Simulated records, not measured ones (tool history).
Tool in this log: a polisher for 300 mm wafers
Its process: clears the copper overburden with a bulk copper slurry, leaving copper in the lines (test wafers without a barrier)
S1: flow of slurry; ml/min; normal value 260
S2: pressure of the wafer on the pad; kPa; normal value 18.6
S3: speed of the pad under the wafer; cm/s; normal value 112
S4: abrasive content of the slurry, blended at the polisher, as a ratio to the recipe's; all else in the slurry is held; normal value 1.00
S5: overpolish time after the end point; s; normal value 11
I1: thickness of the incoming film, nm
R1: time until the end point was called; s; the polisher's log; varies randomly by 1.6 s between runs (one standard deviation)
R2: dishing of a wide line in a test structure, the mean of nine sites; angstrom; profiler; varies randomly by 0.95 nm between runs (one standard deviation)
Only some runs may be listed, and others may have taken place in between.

run,hour,S1,S2,S3,S4,S5,I1,R1,R2
1,0.0,215,18.6,112,1.00,11,845.2,105.9,489
2,30.8,215,18.6,112,1.00,11,850.5,107.1,501
# hour 34.5: slurry blender recalibrated
3,58.8,215,18.6,112,1.00,11,837.4,100.8,493
4,75.3,260,18.6,122,1.00,11,851.9,93.8,523
5,89.8,260,18.6,112,1.00,8,833.5,101.5,402
6,102.4,260,18.6,112,1.00,8,831.6,96.8,393
# hour 128.0: slurry nozzle cleaned
7,128.5,260,18.6,112,1.00,9,835.9,101.1,444
8,146.2,260,18.6,112,1.00,9,841.7,102.1,423
9,164.6,260,15.2,112,1.00,11,843.8,117.0,451
# hour 186.2: head pressure recalibrated
10,199.7,260,21.4,112,1.00,5,838.5,91.1,305
# hour 223.9: slurry blender recalibrated
11,226.8,260,18.6,112,1.00,11,841.7,104.9,497
# hour 231.5: worn pad replaced by a new one
12,247.5,345,18.6,140,1.00,11,831.0,82.9,577
13,280.8,260,18.6,88,0.75,11,848.4,143.3,392
# hour 298.8: slurry blender recalibrated, repeated, since the last time left the tool worse
14,306.5,235,18.6,112,1.00,11,840.9,103.8,523
15,327.0,260,18.6,112,1.00,11,842.7,99.1,497
# hour 334.0: slurry nozzle cleaned
16,352.3,235,18.6,150,1.20,6,842.9,74.5,402

4 ways to go on from here, each from the tool as it stands after run 16. What would each give?
A,352.8,260,18.6,112,0.90,11,841.7,?,?
B,352.8,170,22.1,112,1.00,4,841.7,?,?
C,352.8,185,15.2,112,1.25,11,841.7,?,?
D,352.8,340,18.6,82,0.70,18,841.7,?,?

run,R1,R2
A,104.2,490
B,94.4,251
C,115.9,454
D,144.5,540
What these runs would have given with no unlogged condition in the tool:
run,R1,R2
A,103.1,493
B,93.3,254
C,114.6,457
D,143.0,544

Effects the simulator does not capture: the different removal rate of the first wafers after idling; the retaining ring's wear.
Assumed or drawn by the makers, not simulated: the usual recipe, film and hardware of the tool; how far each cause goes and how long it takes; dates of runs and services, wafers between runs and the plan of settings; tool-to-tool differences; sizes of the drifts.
